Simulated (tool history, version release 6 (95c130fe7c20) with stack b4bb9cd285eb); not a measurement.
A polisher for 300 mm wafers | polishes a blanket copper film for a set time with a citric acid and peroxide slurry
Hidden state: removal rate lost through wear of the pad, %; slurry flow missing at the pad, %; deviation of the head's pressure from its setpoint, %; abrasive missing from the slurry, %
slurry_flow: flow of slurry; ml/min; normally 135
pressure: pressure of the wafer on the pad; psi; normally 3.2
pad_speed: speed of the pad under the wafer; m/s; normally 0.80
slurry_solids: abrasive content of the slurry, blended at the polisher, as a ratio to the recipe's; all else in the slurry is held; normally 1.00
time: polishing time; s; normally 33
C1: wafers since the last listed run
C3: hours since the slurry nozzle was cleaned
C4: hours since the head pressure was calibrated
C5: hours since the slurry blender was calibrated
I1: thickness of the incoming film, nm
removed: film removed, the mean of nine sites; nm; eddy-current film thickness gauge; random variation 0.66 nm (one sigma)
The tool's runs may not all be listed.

Run 1, day 0.000: usual settings but slurry_flow 160 ml/min; C1 0; wafers polished on this pad 255; C3 279.2; C4 1227.9; C5 29.8; I1 1144.5. Result: removed 59.1 nm.
Run 2, day 1.171: usual settings but slurry_flow 160 ml/min; C1 255; wafers polished on this pad 510; C3 307.3; C4 1256.0; C5 57.9; I1 1143.4. Result: removed 58.0 nm.
Run 3, day 2.521: usual settings but slurry_flow 160 ml/min; C1 294; wafers polished on this pad 805; C3 339.7; C4 1288.4; C5 90.3; I1 1155.5. Result: removed 59.3 nm.
At day 3.058: worn pad replaced by a new one.
Run 4, day 3.192: usual settings; C1 110; wafers polished on this pad 29; C3 355.8; C4 1304.5; C5 106.4; I1 1163.2. Result: removed 56.9 nm.
Run 5, day 4.521: usual settings; C1 290; wafers polished on this pad 319; C3 387.7; C4 1336.4; C5 138.3; I1 1161.2. Result: removed 57.2 nm.
Run 6, day 5.525: usual settings; C1 219; wafers polished on this pad 538; C3 411.8; C4 1360.5; C5 162.4; I1 1162.0. Result: removed 58.3 nm.
At day 6.558: slurry nozzle cleaned.
At day 6.888: worn pad replaced by a new one.
Run 7, day 6.908: usual settings but slurry_solids 1.20; C1 256; wafers polished on this pad 4; C3 8.4; C4 1393.7; C5 195.6; I1 1167.0. Result: removed 60.8 nm.
Run 8, day 7.929: usual settings; C1 222; wafers polished on this pad 227; C3 32.9; C4 1418.2; C5 220.1; I1 1140.5. Result: removed 58.0 nm.
Run 9, day 9.179: usual settings; C1 272; wafers polished on this pad 500; C3 62.9; C4 1448.2; C5 250.1; I1 1136.5. Result: removed 56.9 nm.
At day 10.075: head pressure recalibrated.
Run 10, day 10.142: usual settings but slurry_flow 160 ml/min; C1 191; wafers polished on this pad 691; C3 86.0; C4 1.6; C5 273.2; I1 1149.5. Result: removed 59.7 nm.
At day 10.854: worn pad replaced by a new one.
At day 12.542: slurry blender recalibrated.
Run 11, day 13.562: usual settings but pad_speed 0.66 m/s, time 41 s; C1 691; wafers polished on this pad 572; C3 168.1; C4 83.7; C5 24.5; I1 1160.1. Result: removed 58.8 nm.
Run 12, day 14.342: usual settings but pressure 4.2 psi; C1 170; wafers polished on this pad 742; C3 186.8; C4 102.4; C5 43.2; I1 1153.2. Result: removed 72.6 nm.
At day 15.688: worn pad replaced by a new one.
Run 13, day 15.708: usual settings but pressure 3.6 psi, pad_speed 0.66 m/s; C1 261; wafers polished on this pad 4; C3 219.6; C4 135.2; C5 76.0; I1 1150.0. Result: removed 52.9 nm.
Run 14, day 16.708: usual settings but slurry_flow 100 ml/min, pressure 2.1 psi, slurry_solids 0.85, time 43 s; C1 218; wafers polished on this pad 222; C3 243.6; C4 159.2; C5 100.0; I1 1141.8. Result: removed 45.5 nm.
Run 15, day 17.312: usual settings; C1 131; wafers polished on this pad 354; C3 258.1; C4 173.7; C5 114.5; I1 1153.3. Result: removed 56.9 nm.
Run 16, day 18.779: usual settings but slurry_flow 165 ml/min, pad_speed 0.70 m/s, slurry_solids 1.30, time 40 s; C1 320; wafers polished on this pad 674; C3 293.3; C4 208.9; C5 149.7; I1 1153.2. Result: removed 69.3 nm.
Run 17, day 19.358: usual settings but slurry_flow 155 ml/min; C1 126; wafers polished on this pad 800; C3 307.2; C4 222.8; C5 163.6; I1 1143.7. Result: removed 59.0 nm.
At day 20.329: worn pad replaced by a new one.
Run 18, day 20.350: usual settings; C1 180; wafers polished on this pad 4; C3 331.0; C4 246.6; C5 187.4; I1 1150.3. Result: removed 57.3 nm.

State the hidden condition of the tool at each of the runs:
removal rate lost through wear of the pad, %: 0, the same for each run
slurry flow missing at the pad, %: 0, the same for each run
deviation of the head's pressure from its setpoint, %: 0, the same for each run
abrasive missing from the slurry, %: 0, the same for each run
